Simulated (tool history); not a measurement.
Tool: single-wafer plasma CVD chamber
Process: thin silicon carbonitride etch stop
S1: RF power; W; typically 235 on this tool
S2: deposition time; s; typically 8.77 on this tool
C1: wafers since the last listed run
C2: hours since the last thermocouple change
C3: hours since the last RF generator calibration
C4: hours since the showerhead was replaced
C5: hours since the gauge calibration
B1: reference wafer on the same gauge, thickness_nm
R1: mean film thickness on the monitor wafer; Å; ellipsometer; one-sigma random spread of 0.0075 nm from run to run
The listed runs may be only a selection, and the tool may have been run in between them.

| run | day | S1 | S2 | C1 | C2 | C3 | C4 | C5 | B1 | R1 |
|---|---|---|---|---|---|---|---|---|---|---|
| 1 | 0 | 210 | 8.77 | 0 | 1328.5 | 1954.3 | 3056.5 | 312.7 | 5.211 | 47.34 |
| 2 | 0.383 | 210 | 8.77 | 283 | 1337.7 | 1963.5 | 3065.7 | 321.9 | 5.209 | 47.2 |
| 3 | 0.679 | 210 | 8.77 | 218 | 1344.8 | 1970.6 | 3072.8 | 329 | 5.21 | 47.22 |
| 4 | 1.275 | 235 | 7.54 | 440 | 1359.1 | 1984.9 | 3087.1 | 343.3 | 5.21 | 41.85 |
| 5 | 1.933 | 235 | 9.27 | 486 | 1374.9 | 2000.7 | 3102.9 | 359.1 | 5.211 | 51.51 |
| 6 | 2.617 | 235 | 8.77 | 505 | 1391.3 | 2017.1 | 3119.3 | 375.5 | 5.211 | 48.74 |
| 7 | 3.317 | 235 | 8.77 | 517 | 1408.1 | 2033.9 | 3136.1 | 392.3 | 5.209 | 48.75 |
| 8 | 4.062 | 235 | 8.77 | 551 | 1426 | 2051.8 | 3154 | 410.2 | 5.21 | 48.63 |
| 9 | 5.125 | 235 | 8.77 | 785 | 1451.5 | 2077.3 | 3179.5 | 435.7 | 5.208 | 48.81 |
| 10 | 5.588 | 235 | 8.77 | 341 | 1462.6 | 2088.4 | 3190.6 | 446.8 | 5.208 | 48.85 |
| 11 | 6.067 | 235 | 8.77 | 354 | 1474.1 | 2099.9 | 3202.1 | 458.3 | 5.21 | 48.94 |
| 12 | 6.525 | 235 | 8.77 | 338 | 1485.1 | 2110.9 | 3213.1 | 469.3 | 5.21 | 48.79 |
|  | 6.892 | gauge calibrated |
|  | 7.121 | thermocouple changed; heater temperature recalibrated |
| 13 | 7.142 | 235 | 8.77 | 209 | 0.5 | 2125.7 | 3227.9 | 6 | 5.209 | 48.74 |
| 14 | 7.742 | 235 | 8.77 | 443 | 14.9 | 2140.1 | 3242.3 | 20.4 | 5.21 | 48.72 |
|  | 8.508 | RF generator calibrated |
| 15 | 8.529 | 235 | 7.5 | 335 | 33.8 | 0.5 | 3261.2 | 39.3 | 5.211 | 42.59 |
| 16 | 8.979 | 235 | 8.77 | 332 | 44.6 | 11.3 | 3272 | 50.1 | 5.21 | 50.01 |
| 17 | 9.25 | 235 | 8.77 | 200 | 51.1 | 17.8 | 3278.5 | 56.6 | 5.209 | 49.89 |
| 18 | 9.867 | 200 | 9.58 | 455 | 65.9 | 32.6 | 3293.3 | 71.4 | 5.209 | 52.11 |
| 19 | 10.183 | 235 | 8.77 | 234 | 73.5 | 40.2 | 3300.9 | 79 | 5.21 | 49.75 |
| 20 | 10.871 | 235 | 8.77 | 508 | 90 | 56.7 | 3317.4 | 95.5 | 5.209 | 49.93 |
|  | 11.529 | showerhead replaced |
| 21 | 11.55 | 235 | 8.77 | 255 | 106.3 | 73 | 0.5 | 111.8 | 5.209 | 49.67 |
| 22 | 12.104 | 190 | 7.83 | 409 | 119.6 | 86.3 | 13.8 | 125.1 | 5.211 | 41.86 |
| 23 | 12.821 | 210 | 8.14 | 529 | 136.8 | 103.5 | 31 | 142.3 | 5.209 | 44.59 |
| 24 | 13.338 | 270 | 10.38 | 381 | 149.2 | 115.9 | 43.4 | 154.7 | 5.211 | 61.31 |
| 25 | 13.946 | 235 | 8.77 | 449 | 163.8 | 130.5 | 58 | 169.3 | 5.211 | 49.88 |
| 26 | 14.25 | 255 | 7.76 | 224 | 171.1 | 137.8 | 65.3 | 176.6 | 5.212 | 45.12 |
| 27 | 14.621 | 215 | 7.26 | 274 | 180 | 146.7 | 74.2 | 185.5 | 5.211 | 40.15 |
| 28 | 15.492 | 235 | 9.27 | 643 | 200.9 | 167.6 | 95.1 | 206.4 | 5.212 | 52.58 |
| 29 | 16.017 | 245 | 7.41 | 388 | 213.5 | 180.2 | 107.7 | 219 | 5.21 | 42.46 |
| 30 | 16.5 | 235 | 7.54 | 357 | 225.1 | 191.8 | 119.3 | 230.6 | 5.209 | 42.7 |
| 31 | 17.012 | 265 | 9.39 | 378 | 237.4 | 204.1 | 131.6 | 242.9 | 5.209 | 55 |
| 32 | 17.329 | 235 | 7.92 | 234 | 245 | 211.7 | 139.2 | 250.5 | 5.209 | 44.8 |
| 33 | 17.892 | 280 | 7.96 | 415 | 258.5 | 225.2 | 152.7 | 264 | 5.21 | 47.19 |
| 34 | 18.392 | 235 | 8.77 | 369 | 270.5 | 237.2 | 164.7 | 276 | 5.209 | 49.58 |

Hidden state at the last listed run before each entry between runs and at the first one after, where it differs:
After run 12, before run 13: gauge calibrated (day 6.892); thermocouple changed; heater temperature recalibrated (day 7.121)
  delivered RF power above the setpoint (%): -8.51 -> -8.52
  what was measured, less what the result would be without the hidden state, R1: -1.25 -> -1.25 Å
After run 14, before run 15: RF generator calibrated (day 8.508)
  delivered RF power above the setpoint (%): -8.52 -> -0.503
  what was measured, less what the result would be without the hidden state, R1: -1.25 -> -0.06 Å
After run 20, before run 21: showerhead replaced (day 11.529)
  delivered RF power above the setpoint (%): -1.2 -> -1.39
  what was measured, less what the result would be without the hidden state, R1: -0.17 -> -0.2 Å

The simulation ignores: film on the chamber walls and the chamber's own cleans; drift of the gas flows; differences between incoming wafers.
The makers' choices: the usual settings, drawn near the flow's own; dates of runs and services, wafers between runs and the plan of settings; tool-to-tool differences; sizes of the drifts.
